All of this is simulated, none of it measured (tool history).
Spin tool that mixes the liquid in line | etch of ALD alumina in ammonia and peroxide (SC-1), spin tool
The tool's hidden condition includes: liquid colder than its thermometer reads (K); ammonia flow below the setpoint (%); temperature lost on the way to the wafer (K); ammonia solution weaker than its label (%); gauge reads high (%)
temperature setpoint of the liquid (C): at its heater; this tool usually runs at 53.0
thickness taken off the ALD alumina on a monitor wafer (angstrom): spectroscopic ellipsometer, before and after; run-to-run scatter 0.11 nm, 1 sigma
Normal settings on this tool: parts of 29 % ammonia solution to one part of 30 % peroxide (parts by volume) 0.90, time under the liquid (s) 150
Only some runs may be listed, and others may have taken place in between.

run,hour,temperature setpoint of the liquid (C),parts of 29 % ammonia solution to one part of 30 % peroxide (parts by volume),time under the liquid (s),wafers since the last listed run,hours since the thermometer was replaced,hours since the ammonia flow meter was replaced,hours since the heated supply line was repaired,hours since the drum of ammonia solution was connected,hours since the gauge calibration,"read-back film thickness of the ALD alumina reference wafer, read on the same gauge (nm)",thickness taken off the ALD alumina on a monitor wafer (angstrom)
1,0.0,53.0,0.90,150,0,2727.7,1219.9,1659.1,506.9,187.8,130.02,108.8
2,7.9,53.0,0.90,105,58,2735.6,1227.8,1667.0,514.8,195.7,130.02,76.8
3,17.8,53.0,0.90,150,73,2745.5,1237.7,1676.9,524.7,205.6,130.02,111.5
4,25.2,53.0,0.90,150,54,2752.9,1245.1,1684.3,532.1,213.0,129.99,109.7
5,43.2,53.0,0.90,150,133,2770.9,1263.1,1702.3,550.1,231.0,129.98,109.4
# hour 82.3: gauge calibrated
6,96.2,53.0,0.90,150,392,2823.9,1316.1,1755.3,603.1,13.9,130.01,107.7
# hour 105.8: thermometer replaced
7,109.9,53.0,1.00,150,93,4.1,1329.8,1769.0,616.8,27.6,130.00,109.9
8,121.4,53.0,0.90,190,85,15.6,1341.3,1780.5,628.3,39.1,129.98,137.3
9,129.4,53.0,0.90,85,59,23.6,1349.3,1788.5,636.3,47.1,130.01,62.0
10,146.3,53.0,0.90,85,125,40.5,1366.2,1805.4,653.2,64.0,129.99,61.3
# hour 156.6: heated supply line repaired
11,161.9,53.0,0.90,85,108,56.1,1381.8,5.3,668.8,79.6,129.99,74.8
# hour 164.3: ammonia flow meter replaced
12,168.0,58.0,1.20,100,37,62.2,3.7,11.4,674.9,85.7,130.03,119.5
13,174.7,53.0,0.90,220,49,68.9,10.4,18.1,681.6,92.4,130.00,193.9
14,187.5,53.0,0.90,150,94,81.7,23.2,30.9,694.4,105.2,129.97,131.8
15,195.9,53.0,0.90,150,62,90.1,31.6,39.3,702.8,113.6,130.01,132.4
# hour 200.9: new drum of ammonia solution connected
16,205.5,50.0,1.20,230,63,99.7,41.2,48.9,4.6,123.2,130.01,175.0
17,219.6,53.0,0.90,150,104,113.8,55.3,63.0,18.7,137.3,130.02,132.1
18,234.4,53.0,1.20,95,109,128.6,70.1,77.8,33.5,152.1,130.02,85.5
19,245.7,53.0,0.90,150,83,139.9,81.4,89.1,44.8,163.4,129.95,132.0
20,256.5,58.0,0.90,150,79,150.7,92.2,99.9,55.6,174.2,130.02,170.5
21,266.0,53.0,1.00,220,70,160.2,101.7,109.4,65.1,183.7,129.98,193.6
22,282.0,45.5,0.90,100,118,176.2,117.7,125.4,81.1,199.7,130.03,57.5
23,291.7,47.0,1.20,150,71,185.9,127.4,135.1,90.8,209.4,130.01,97.4
# hour 303.3: gauge calibrated
24,307.1,62.5,1.05,75,113,201.3,142.8,150.5,106.2,3.8,130.02,109.4
25,319.5,47.0,0.90,150,91,213.7,155.2,162.9,118.6,16.2,129.99,93.3

State the hidden condition of the tool at each of the runs:
liquid colder than its thermometer reads (K): 0 in every run
ammonia flow below the setpoint (%): 0 in every run
ammonia solution weaker than its label (%): 0 in every run
gauge reads high (%): 0 in every run
H1: temperature lost on the way to the wafer (K)
run,H1
1,3.98
2,4
3,4.02
4,4.03
5,4.07
6,4.18
7,4.21
8,4.23
9,4.25
10,4.28
11,0.484
12,0.496
13,0.51
14,0.537
15,0.554
16,0.574
17,0.603
18,0.634
19,0.658
20,0.68
21,0.7
22,0.733
23,0.753
24,0.785
25,0.811
